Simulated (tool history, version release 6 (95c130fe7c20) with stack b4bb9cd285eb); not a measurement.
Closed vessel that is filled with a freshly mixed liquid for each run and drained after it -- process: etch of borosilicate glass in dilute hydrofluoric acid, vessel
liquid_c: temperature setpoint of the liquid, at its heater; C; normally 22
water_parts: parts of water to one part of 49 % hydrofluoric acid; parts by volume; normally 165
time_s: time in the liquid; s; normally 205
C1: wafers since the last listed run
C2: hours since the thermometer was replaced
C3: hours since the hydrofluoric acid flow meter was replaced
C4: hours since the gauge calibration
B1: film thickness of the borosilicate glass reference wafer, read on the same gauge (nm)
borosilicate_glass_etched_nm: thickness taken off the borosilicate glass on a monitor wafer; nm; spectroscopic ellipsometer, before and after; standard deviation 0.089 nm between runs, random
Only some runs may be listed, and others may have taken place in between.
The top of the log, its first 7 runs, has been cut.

{"run": 8, "hour": 610.1, "liquid_c": 22, "water_parts": 165, "time_s": 205, "C1": 11111, "C2": 547.6, "C3": 1131, "C4": 812.3, "B1": 109.99, "borosilicate_glass_etched_nm": 27.99}
{"run": 9, "hour": 698.0, "liquid_c": 18.5, "water_parts": 165, "time_s": 205, "C1": 9188, "C2": 635.5, "C3": 1218.9, "C4": 900.2, "B1": 109.95, "borosilicate_glass_etched_nm": 24.26}
{"run": 10, "hour": 737.9, "liquid_c": 18.5, "water_parts": 165, "time_s": 205, "C1": 4170, "C2": 675.4, "C3": 1258.8, "C4": 940.1, "B1": 110.02, "borosilicate_glass_etched_nm": 24.26}
{"run": 11, "hour": 830.8, "liquid_c": 22, "water_parts": 165, "time_s": 205, "C1": 9710, "C2": 768.3, "C3": 1351.7, "C4": 1033, "B1": 110.01, "borosilicate_glass_etched_nm": 27.92}
{"run": 12, "hour": 876.3, "liquid_c": 22, "water_parts": 165, "time_s": 205, "C1": 4756, "C2": 813.8, "C3": 1397.2, "C4": 1078.5, "B1": 109.97, "borosilicate_glass_etched_nm": 27.92}
{"run": 13, "hour": 916.3, "liquid_c": 22, "water_parts": 165, "time_s": 205, "C1": 4181, "C2": 853.8, "C3": 1437.2, "C4": 1118.5, "B1": 109.99, "borosilicate_glass_etched_nm": 27.75}
{"run": 14, "hour": 964.2, "liquid_c": 22, "water_parts": 165, "time_s": 205, "C1": 5006, "C2": 901.7, "C3": 1485.1, "C4": 1166.4, "B1": 109.99, "borosilicate_glass_etched_nm": 27.77}
{"run": 15, "hour": 1041.9, "liquid_c": 22, "water_parts": 165, "time_s": 205, "C1": 8121, "C2": 979.4, "C3": 1562.8, "C4": 1244.1, "B1": 110.02, "borosilicate_glass_etched_nm": 27.77}
{"hour": 1099.6, "done": "thermometer replaced"}
{"hour": 1108.6, "done": "hydrofluoric acid flow meter replaced"}
{"run": 16, "hour": 1362.1, "liquid_c": 26.5, "water_parts": 235, "time_s": 325, "C1": 33260, "C2": 262.5, "C3": 253.5, "C4": 1564.3, "B1": 110.02, "borosilicate_glass_etched_nm": 34.31}
{"run": 17, "hour": 1452.3, "liquid_c": 22, "water_parts": 165, "time_s": 205, "C1": 9428, "C2": 352.7, "C3": 343.7, "C4": 1654.5, "B1": 109.98, "borosilicate_glass_etched_nm": 28.21}
{"run": 18, "hour": 1554.9, "liquid_c": 25, "water_parts": 95, "time_s": 85, "C1": 10724, "C2": 455.3, "C3": 446.3, "C4": 1757.1, "B1": 110.02, "borosilicate_glass_etched_nm": 24.74}
{"run": 19, "hour": 1621.1, "liquid_c": 22, "water_parts": 110, "time_s": 125, "C1": 6919, "C2": 521.5, "C3": 512.5, "C4": 1823.3, "B1": 109.99, "borosilicate_glass_etched_nm": 27.38}
{"hour": 1710.2, "done": "gauge calibrated"}
{"run": 20, "hour": 1714.0, "liquid_c": 23.5, "water_parts": 125, "time_s": 205, "C1": 9710, "C2": 614.4, "C3": 605.4, "C4": 3.8, "B1": 110, "borosilicate_glass_etched_nm": 41}
{"run": 21, "hour": 1808.7, "liquid_c": 22, "water_parts": 165, "time_s": 205, "C1": 9898, "C2": 709.1, "C3": 700.1, "C4": 98.5, "B1": 110.02, "borosilicate_glass_etched_nm": 28.05}
{"run": 22, "hour": 1845.2, "liquid_c": 25, "water_parts": 165, "time_s": 150, "C1": 3815, "C2": 745.6, "C3": 736.6, "C4": 135, "B1": 109.99, "borosilicate_glass_etched_nm": 22.82}
{"run": 23, "hour": 1917.6, "liquid_c": 22, "water_parts": 165, "time_s": 205, "C1": 7567, "C2": 818, "C3": 809, "C4": 207.4, "B1": 109.96, "borosilicate_glass_etched_nm": 27.81}
{"run": 24, "hour": 1994.5, "liquid_c": 25.5, "water_parts": 190, "time_s": 115, "C1": 8038, "C2": 894.9, "C3": 885.9, "C4": 284.3, "B1": 109.99, "borosilicate_glass_etched_nm": 15.07}
{"run": 25, "hour": 2061.9, "liquid_c": 22, "water_parts": 165, "time_s": 205, "C1": 7045, "C2": 962.3, "C3": 953.3, "C4": 351.7, "B1": 109.99, "borosilicate_glass_etched_nm": 27.95}
{"run": 26, "hour": 2144.4, "liquid_c": 20.5, "water_parts": 210, "time_s": 80, "C1": 8623, "C2": 1044.8, "C3": 1035.8, "C4": 434.2, "B1": 110.02, "borosilicate_glass_etched_nm": 7.69}
{"hour": 2206.3, "done": "thermometer replaced"}
{"run": 27, "hour": 2250.1, "liquid_c": 22, "water_parts": 165, "time_s": 285, "C1": 10944, "C2": 43.8, "C3": 1141.5, "C4": 539.9, "B1": 109.97, "borosilicate_glass_etched_nm": 39.51}
{"run": 28, "hour": 2318.9, "liquid_c": 22, "water_parts": 165, "time_s": 205, "C1": 7191, "C2": 112.6, "C3": 1210.3, "C4": 608.7, "B1": 110.03, "borosilicate_glass_etched_nm": 28.19}
{"run": 29, "hour": 2469.7, "liquid_c": 26, "water_parts": 240, "time_s": 95, "C1": 15762, "C2": 263.4, "C3": 1361.1, "C4": 759.5, "B1": 110.01, "borosilicate_glass_etched_nm": 9.63}
{"run": 30, "hour": 2531.5, "liquid_c": 26.5, "water_parts": 165, "time_s": 170, "C1": 6459, "C2": 325.2, "C3": 1422.9, "C4": 821.3, "B1": 110.01, "borosilicate_glass_etched_nm": 27.56}

Forecast each of these 3 alternatives for the next run:
{"run": "A", "hour": 2532.2, "liquid_c": 22, "water_parts": 165, "time_s": 205, "C1": 73, "C2": 325.9, "C3": 1423.6, "C4": 822, "B1": "?", "borosilicate_glass_etched_nm": "?"}
{"run": "B", "hour": 2532.2, "liquid_c": 25.5, "water_parts": 115, "time_s": 280, "C1": 73, "C2": 325.9, "C3": 1423.6, "C4": 822, "B1": "?", "borosilicate_glass_etched_nm": "?"}
{"run": "C", "hour": 2532.2, "liquid_c": 22, "water_parts": 190, "time_s": 150, "C1": 73, "C2": 325.9, "C3": 1423.6, "C4": 822, "B1": "?", "borosilicate_glass_etched_nm": "?"}

run=A B1=109.98 borosilicate_glass_etched_nm=28
run=B B1=109.98 borosilicate_glass_etched_nm=66.54
run=C B1=109.98 borosilicate_glass_etched_nm=17.33
With no hidden state in the tool, these same runs would have given:
run=A borosilicate_glass_etched_nm=28.24
run=B borosilicate_glass_etched_nm=67.11
run=C borosilicate_glass_etched_nm=17.48

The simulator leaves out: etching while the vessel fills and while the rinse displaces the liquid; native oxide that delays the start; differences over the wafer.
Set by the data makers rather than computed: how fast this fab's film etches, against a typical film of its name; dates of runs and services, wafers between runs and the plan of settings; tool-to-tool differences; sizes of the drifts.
